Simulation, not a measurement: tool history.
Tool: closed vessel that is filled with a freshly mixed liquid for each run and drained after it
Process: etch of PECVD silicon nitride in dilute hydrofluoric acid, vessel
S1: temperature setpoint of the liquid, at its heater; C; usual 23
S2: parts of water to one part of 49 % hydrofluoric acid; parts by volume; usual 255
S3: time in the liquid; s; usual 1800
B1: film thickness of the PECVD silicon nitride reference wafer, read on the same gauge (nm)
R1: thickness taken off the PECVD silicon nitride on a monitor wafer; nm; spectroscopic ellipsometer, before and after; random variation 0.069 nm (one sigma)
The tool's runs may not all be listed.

run	hour	S1	S2	S3	B1	R1
1	0	23	255	1800	50	16.56
2	52.3	23	200	1800	49.97	21.01
3	130.6	23	200	1800	50.02	20.96
4	210.6	23	200	1800	49.99	20.96
5	255.7	25	255	1800	50.01	18.62
# hour 335.8: hydrofluoric acid flow meter replaced
6	356.9	25	255	1800	50	18.64
# hour 459.3: thermometer replaced
7	507.1	25	255	1800	49.99	19.84
8	605.7	23	255	1800	50	17.62
# hour 630.4: gauge calibrated
9	647.6	23	255	1800	50	17.58
10	702.7	23	350	925	50.02	6.62
11	745.7	23	255	2175	49.97	21.16
12	852.1	23	365	2680	50.05	18.34
13	913.1	23	310	1800	49.99	14.38
14	995.9	25	305	1800	50.03	16.54

5 ways to go on from here, each from the tool as it stands after run 14. What would each give?
A	997	20.5	255	1800	?	?
B	997	18.5	255	1800	?	?
C	997	23	155	1800	?	?
D	997	23	200	1245	?	?
E	997	23	255	2420	?	?

run	B1	R1
A	49.98	14.93
B	49.98	13.11
C	49.98	28.55
D	49.98	15.37
E	49.98	23.52
Without the tool's hidden state the same runs would have given:
run	R1
A	15.13
B	13.29
C	28.95
D	15.57
E	23.83
